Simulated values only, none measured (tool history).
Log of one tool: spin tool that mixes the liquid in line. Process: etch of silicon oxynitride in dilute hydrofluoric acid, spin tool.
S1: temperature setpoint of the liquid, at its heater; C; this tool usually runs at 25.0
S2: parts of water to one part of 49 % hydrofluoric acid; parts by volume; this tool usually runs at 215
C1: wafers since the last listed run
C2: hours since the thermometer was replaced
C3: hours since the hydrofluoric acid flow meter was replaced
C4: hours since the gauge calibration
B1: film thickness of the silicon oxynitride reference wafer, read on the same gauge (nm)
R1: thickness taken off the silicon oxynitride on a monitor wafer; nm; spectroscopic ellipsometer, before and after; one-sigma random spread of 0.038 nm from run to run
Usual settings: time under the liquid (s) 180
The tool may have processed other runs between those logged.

{"run": 1, "hour": 0.0, "S1": 25.0, "S2": 215, "time under the liquid (s)": 180, "C1": 0, "C2": 834.1, "C3": 1073.2, "C4": 1594.7, "B1": 29.991, "R1": 3.699}
{"run": 2, "hour": 96.1, "S1": 25.0, "S2": 215, "time under the liquid (s)": 180, "C1": 802, "C2": 930.2, "C3": 1169.3, "C4": 1690.8, "B1": 30.034, "R1": 3.637}
{"run": 3, "hour": 187.8, "S1": 25.0, "S2": 215, "time under the liquid (s)": 180, "C1": 765, "C2": 1021.9, "C3": 1261.0, "C4": 1782.5, "B1": 30.005, "R1": 3.693}
{"hour": 210.0, "done": "thermometer replaced"}
{"run": 4, "hour": 281.4, "S1": 25.0, "S2": 215, "time under the liquid (s)": 180, "C1": 772, "C2": 71.4, "C3": 1354.6, "C4": 1876.1, "B1": 30.005, "R1": 3.696}
{"run": 5, "hour": 540.4, "S1": 25.0, "S2": 215, "time under the liquid (s)": 180, "C1": 2161, "C2": 330.4, "C3": 1613.6, "C4": 2135.1, "B1": 30.015, "R1": 3.692}
{"run": 6, "hour": 619.0, "S1": 24.0, "S2": 215, "time under the liquid (s)": 180, "C1": 656, "C2": 409.0, "C3": 1692.2, "C4": 2213.7, "B1": 29.989, "R1": 3.472}
{"run": 7, "hour": 675.9, "S1": 24.0, "S2": 215, "time under the liquid (s)": 180, "C1": 474, "C2": 465.9, "C3": 1749.1, "C4": 2270.6, "B1": 30.004, "R1": 3.483}
{"run": 8, "hour": 722.0, "S1": 25.0, "S2": 165, "time under the liquid (s)": 180, "C1": 384, "C2": 512.0, "C3": 1795.2, "C4": 2316.7, "B1": 30.012, "R1": 4.87}
{"run": 9, "hour": 810.9, "S1": 25.0, "S2": 255, "time under the liquid (s)": 180, "C1": 741, "C2": 600.9, "C3": 1884.1, "C4": 2405.6, "B1": 29.993, "R1": 2.99}
{"hour": 905.4, "done": "hydrofluoric acid flow meter replaced"}
{"run": 10, "hour": 908.9, "S1": 25.0, "S2": 215, "time under the liquid (s)": 180, "C1": 809, "C2": 698.9, "C3": 3.5, "C4": 2503.6, "B1": 29.999, "R1": 3.613}
{"run": 11, "hour": 973.1, "S1": 25.0, "S2": 215, "time under the liquid (s)": 180, "C1": 535, "C2": 763.1, "C3": 67.7, "C4": 2567.8, "B1": 29.99, "R1": 3.614}
{"run": 12, "hour": 1010.2, "S1": 25.0, "S2": 215, "time under the liquid (s)": 180, "C1": 309, "C2": 800.2, "C3": 104.8, "C4": 2604.9, "B1": 30.023, "R1": 3.649}
{"run": 13, "hour": 1111.7, "S1": 25.0, "S2": 215, "time under the liquid (s)": 180, "C1": 847, "C2": 901.7, "C3": 206.3, "C4": 2706.4, "B1": 29.991, "R1": 3.64}
{"run": 14, "hour": 1193.5, "S1": 23.5, "S2": 295, "time under the liquid (s)": 180, "C1": 682, "C2": 983.5, "C3": 288.1, "C4": 2788.2, "B1": 29.992, "R1": 2.37}
{"hour": 1240.4, "done": "thermometer replaced"}
{"hour": 1241.0, "done": "gauge calibrated"}
{"run": 15, "hour": 1276.5, "S1": 23.5, "S2": 295, "time under the liquid (s)": 180, "C1": 684, "C2": 36.1, "C3": 371.1, "C4": 35.5, "B1": 29.989, "R1": 2.367}
{"run": 16, "hour": 1320.0, "S1": 25.0, "S2": 215, "time under the liquid (s)": 180, "C1": 363, "C2": 79.6, "C3": 414.6, "C4": 79.0, "B1": 30.018, "R1": 3.596}
{"run": 17, "hour": 1391.7, "S1": 30.0, "S2": 215, "time under the liquid (s)": 240, "C1": 598, "C2": 151.3, "C3": 486.3, "C4": 150.7, "B1": 30.022, "R1": 5.976}
{"run": 18, "hour": 1485.3, "S1": 25.0, "S2": 215, "time under the liquid (s)": 180, "C1": 781, "C2": 244.9, "C3": 579.9, "C4": 244.3, "B1": 30.022, "R1": 3.722}
{"run": 19, "hour": 1528.1, "S1": 20.0, "S2": 115, "time under the liquid (s)": 250, "C1": 357, "C2": 287.7, "C3": 622.7, "C4": 287.1, "B1": 30.004, "R1": 8.086}
{"run": 20, "hour": 1594.1, "S1": 25.0, "S2": 215, "time under the liquid (s)": 180, "C1": 550, "C2": 353.7, "C3": 688.7, "C4": 353.1, "B1": 30.031, "R1": 3.727}
{"run": 21, "hour": 1633.9, "S1": 28.5, "S2": 300, "time under the liquid (s)": 280, "C1": 332, "C2": 393.5, "C3": 728.5, "C4": 392.9, "B1": 30.041, "R1": 4.422}
{"run": 22, "hour": 1699.1, "S1": 25.0, "S2": 155, "time under the liquid (s)": 180, "C1": 544, "C2": 458.7, "C3": 793.7, "C4": 458.1, "B1": 29.996, "R1": 5.326}
{"run": 23, "hour": 1792.1, "S1": 29.0, "S2": 215, "time under the liquid (s)": 280, "C1": 776, "C2": 551.7, "C3": 886.7, "C4": 551.1, "B1": 30.03, "R1": 6.589}
{"run": 24, "hour": 1888.6, "S1": 23.0, "S2": 215, "time under the liquid (s)": 180, "C1": 805, "C2": 648.2, "C3": 983.2, "C4": 647.6, "B1": 29.981, "R1": 3.423}
{"run": 25, "hour": 1949.8, "S1": 25.0, "S2": 215, "time under the liquid (s)": 255, "C1": 510, "C2": 709.4, "C3": 1044.4, "C4": 708.8, "B1": 29.977, "R1": 5.155}
{"run": 26, "hour": 1995.0, "S1": 21.5, "S2": 215, "time under the liquid (s)": 180, "C1": 377, "C2": 754.6, "C3": 1089.6, "C4": 754.0, "B1": 30.003, "R1": 3.173}
{"run": 27, "hour": 2082.1, "S1": 20.5, "S2": 180, "time under the liquid (s)": 180, "C1": 726, "C2": 841.7, "C3": 1176.7, "C4": 841.1, "B1": 30.011, "R1": 3.665}
{"run": 28, "hour": 2121.7, "S1": 25.0, "S2": 215, "time under the liquid (s)": 180, "C1": 330, "C2": 881.3, "C3": 1216.3, "C4": 880.7, "B1": 29.988, "R1": 3.589}
{"run": 29, "hour": 2178.8, "S1": 25.0, "S2": 215, "time under the liquid (s)": 180, "C1": 476, "C2": 938.4, "C3": 1273.4, "C4": 937.8, "B1": 30.011, "R1": 3.637}
{"run": 30, "hour": 2229.2, "S1": 25.0, "S2": 305, "time under the liquid (s)": 180, "C1": 420, "C2": 988.8, "C3": 1323.8, "C4": 988.2, "B1": 29.945, "R1": 2.376}
{"run": 31, "hour": 2293.9, "S1": 23.0, "S2": 305, "time under the liquid (s)": 120, "C1": 539, "C2": 1053.5, "C3": 1388.5, "C4": 1052.9, "B1": 30.017, "R1": 1.452}

5 ways to go on from here, each from the tool as it stands after run 31. What would each give?
{"run": "A", "hour": 2294.4, "S1": 25.0, "S2": 215, "time under the liquid (s)": 90, "C1": 4, "C2": 1054.0, "C3": 1389.0, "C4": 1053.4, "B1": "?", "R1": "?"}
{"run": "B", "hour": 2294.4, "S1": 28.5, "S2": 315, "time under the liquid (s)": 235, "C1": 4, "C2": 1054.0, "C3": 1389.0, "C4": 1053.4, "B1": "?", "R1": "?"}
{"run": "C", "hour": 2294.4, "S1": 28.5, "S2": 120, "time under the liquid (s)": 90, "C1": 4, "C2": 1054.0, "C3": 1389.0, "C4": 1053.4, "B1": "?", "R1": "?"}
{"run": "D", "hour": 2294.4, "S1": 21.5, "S2": 180, "time under the liquid (s)": 180, "C1": 4, "C2": 1054.0, "C3": 1389.0, "C4": 1053.4, "B1": "?", "R1": "?"}
{"run": "E", "hour": 2294.4, "S1": 29.5, "S2": 215, "time under the liquid (s)": 260, "C1": 4, "C2": 1054.0, "C3": 1389.0, "C4": 1053.4, "B1": "?", "R1": "?"}

run=A B1=29.981 R1=1.781
run=B B1=29.981 R1=3.404
run=C B1=29.981 R1=4.038
run=D B1=29.981 R1=3.728
run=E B1=29.981 R1=6.235
Had the tool no hidden state, the same runs would have come out as:
run=A R1=1.781
run=B R1=3.404
run=C R1=4.038
run=D R1=3.728
run=E R1=6.235

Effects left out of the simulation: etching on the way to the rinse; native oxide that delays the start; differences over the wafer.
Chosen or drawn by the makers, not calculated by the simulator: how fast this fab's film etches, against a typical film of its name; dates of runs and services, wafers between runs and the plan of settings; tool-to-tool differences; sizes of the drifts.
